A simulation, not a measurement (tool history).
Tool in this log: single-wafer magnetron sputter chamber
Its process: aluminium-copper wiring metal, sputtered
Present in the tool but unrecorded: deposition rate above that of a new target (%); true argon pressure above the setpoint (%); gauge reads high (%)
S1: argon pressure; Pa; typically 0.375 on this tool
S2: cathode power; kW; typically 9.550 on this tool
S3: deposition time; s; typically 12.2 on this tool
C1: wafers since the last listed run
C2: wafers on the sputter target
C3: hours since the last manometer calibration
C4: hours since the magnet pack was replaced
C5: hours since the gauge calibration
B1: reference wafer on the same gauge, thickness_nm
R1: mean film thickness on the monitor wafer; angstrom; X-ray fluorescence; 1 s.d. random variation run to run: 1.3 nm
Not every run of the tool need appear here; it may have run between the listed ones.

{"run": 1, "hour": 0.0, "S1": 0.282, "S2": 9.55, "S3": 11.3, "C1": 0, "C2": 382, "C3": 2024.7, "C4": 9793.7, "C5": 195.5, "B1": 185.056, "R1": 2161.03}
{"run": 2, "hour": 28.3, "S1": 0.282, "S2": 9.55, "S3": 11.3, "C1": 499, "C2": 881, "C3": 2053.0, "C4": 9822.0, "C5": 223.8, "B1": 184.736, "R1": 2146.76}
{"run": 3, "hour": 75.7, "S1": 0.282, "S2": 9.55, "S3": 11.3, "C1": 836, "C2": 1717, "C3": 2100.4, "C4": 9869.4, "C5": 271.2, "B1": 185.055, "R1": 2135.03}
{"run": 4, "hour": 112.7, "S1": 0.375, "S2": 9.55, "S3": 12.2, "C1": 652, "C2": 2370, "C3": 2137.4, "C4": 9906.4, "C5": 308.2, "B1": 184.802, "R1": 2186.11}
{"run": 5, "hour": 183.0, "S1": 0.375, "S2": 9.55, "S3": 12.2, "C1": 1240, "C2": 3610, "C3": 2207.7, "C4": 9976.7, "C5": 378.5, "B1": 185.166, "R1": 2163.08}
{"hour": 192.7, "done": "sputter target and shields replaced"}
{"run": 6, "hour": 228.3, "S1": 0.375, "S2": 9.55, "S3": 12.2, "C1": 658, "C2": 627, "C3": 2253.0, "C4": 10022.0, "C5": 423.8, "B1": 185.045, "R1": 2239.97}
{"run": 7, "hour": 265.5, "S1": 0.408, "S2": 9.55, "S3": 12.2, "C1": 656, "C2": 1283, "C3": 2290.2, "C4": 10059.2, "C5": 461.0, "B1": 184.849, "R1": 2187.2}
{"run": 8, "hour": 335.7, "S1": 0.408, "S2": 9.55, "S3": 12.2, "C1": 1238, "C2": 2522, "C3": 2360.4, "C4": 10129.4, "C5": 531.2, "B1": 184.988, "R1": 2169.39}
{"run": 9, "hour": 368.4, "S1": 0.493, "S2": 9.55, "S3": 13.8, "C1": 576, "C2": 3099, "C3": 2393.1, "C4": 10162.1, "C5": 563.9, "B1": 184.931, "R1": 2329.89}
{"hour": 407.8, "done": "sputter target and shields replaced"}
{"run": 10, "hour": 416.5, "S1": 0.493, "S2": 9.55, "S3": 13.8, "C1": 707, "C2": 153, "C3": 2441.2, "C4": 10210.2, "C5": 612.0, "B1": 185.131, "R1": 2409.41}
{"run": 11, "hour": 446.7, "S1": 0.375, "S2": 9.55, "S3": 12.2, "C1": 532, "C2": 686, "C3": 2471.4, "C4": 10240.4, "C5": 642.2, "B1": 184.957, "R1": 2270.73}
{"hour": 465.4, "done": "capacitance manometer re-zeroed and calibrated"}
{"run": 12, "hour": 496.8, "S1": 0.375, "S2": 11.7, "S3": 10.5, "C1": 742, "C2": 1429, "C3": 31.4, "C4": 10290.5, "C5": 692.3, "B1": 184.802, "R1": 2184.88}
{"run": 13, "hour": 558.6, "S1": 0.523, "S2": 9.55, "S3": 13.2, "C1": 1090, "C2": 2519, "C3": 93.2, "C4": 10352.3, "C5": 754.1, "B1": 184.706, "R1": 2212.87}
{"hour": 584.9, "done": "sputter target and shields replaced"}
{"run": 14, "hour": 621.5, "S1": 0.375, "S2": 9.55, "S3": 11.5, "C1": 968, "C2": 646, "C3": 156.1, "C4": 10415.2, "C5": 817.0, "B1": 185.021, "R1": 2125.28}
{"run": 15, "hour": 652.1, "S1": 0.24, "S2": 8.85, "S3": 12.2, "C1": 539, "C2": 1185, "C3": 186.7, "C4": 10445.8, "C5": 847.6, "B1": 184.558, "R1": 2266.87}
{"hour": 668.7, "done": "magnet pack replaced"}
{"run": 16, "hour": 677.0, "S1": 0.375, "S2": 9.55, "S3": 12.2, "C1": 298, "C2": 1484, "C3": 211.6, "C4": 8.3, "C5": 872.5, "B1": 184.806, "R1": 2242.05}
{"run": 17, "hour": 724.9, "S1": 0.514, "S2": 11.45, "S3": 14.3, "C1": 845, "C2": 2329, "C3": 259.5, "C4": 56.2, "C5": 920.4, "B1": 185.241, "R1": 2715.3}
{"hour": 759.8, "done": "sputter target and shields replaced"}
{"run": 18, "hour": 760.3, "S1": 0.375, "S2": 9.55, "S3": 12.2, "C1": 483, "C2": 8, "C3": 294.9, "C4": 91.6, "C5": 955.8, "B1": 185.012, "R1": 2253.23}
{"hour": 781.2, "done": "gauge calibrated"}
{"run": 19, "hour": 814.6, "S1": 0.493, "S2": 9.55, "S3": 13.8, "C1": 958, "C2": 966, "C3": 349.2, "C4": 145.9, "C5": 33.4, "B1": 184.879, "R1": 2416.11}
{"run": 20, "hour": 839.8, "S1": 0.422, "S2": 8.15, "S3": 13.4, "C1": 444, "C2": 1410, "C3": 374.4, "C4": 171.1, "C5": 58.6, "B1": 185.064, "R1": 2202.89}
{"run": 21, "hour": 906.1, "S1": 0.471, "S2": 7.4, "S3": 12.2, "C1": 1169, "C2": 2580, "C3": 440.7, "C4": 237.4, "C5": 124.9, "B1": 185.01, "R1": 1825.46}
{"hour": 942.7, "done": "sputter target and shields replaced"}
{"run": 22, "hour": 945.0, "S1": 0.375, "S2": 9.55, "S3": 12.2, "C1": 545, "C2": 40, "C3": 479.6, "C4": 276.3, "C5": 163.8, "B1": 184.945, "R1": 2235.88}
{"run": 23, "hour": 993.3, "S1": 0.476, "S2": 9.55, "S3": 10.5, "C1": 852, "C2": 892, "C3": 527.9, "C4": 324.6, "C5": 212.1, "B1": 185.045, "R1": 1857.84}

Each row is a separate what-if for the run after 23, all from the same tool condition, not one after another. Results?
{"run": "A", "hour": 993.7, "S1": 0.375, "S2": 9.55, "S3": 12.2, "C1": 7, "C2": 899, "C3": 528.3, "C4": 325.0, "C5": 212.5, "B1": "?", "R1": "?"}
{"run": "B", "hour": 993.7, "S1": 0.303, "S2": 11.45, "S3": 12.2, "C1": 7, "C2": 899, "C3": 528.3, "C4": 325.0, "C5": 212.5, "B1": "?", "R1": "?"}
{"run": "C", "hour": 993.7, "S1": 0.375, "S2": 10.6, "S3": 12.2, "C1": 7, "C2": 899, "C3": 528.3, "C4": 325.0, "C5": 212.5, "B1": "?", "R1": "?"}
{"run": "D", "hour": 993.7, "S1": 0.331, "S2": 10.95, "S3": 12.2, "C1": 7, "C2": 899, "C3": 528.3, "C4": 325.0, "C5": 212.5, "B1": "?", "R1": "?"}

run=A B1=184.944 R1=2252.37
run=B B1=184.944 R1=2605.08
run=C B1=184.944 R1=2401.20
run=D B1=184.944 R1=2499.91
The same runs, with their run-to-run variation unchanged, on a tool lacking any hidden condition would have given:
run=A R1=2264.34
run=B R1=2618.92
run=C R1=2413.96
run=D R1=2513.19

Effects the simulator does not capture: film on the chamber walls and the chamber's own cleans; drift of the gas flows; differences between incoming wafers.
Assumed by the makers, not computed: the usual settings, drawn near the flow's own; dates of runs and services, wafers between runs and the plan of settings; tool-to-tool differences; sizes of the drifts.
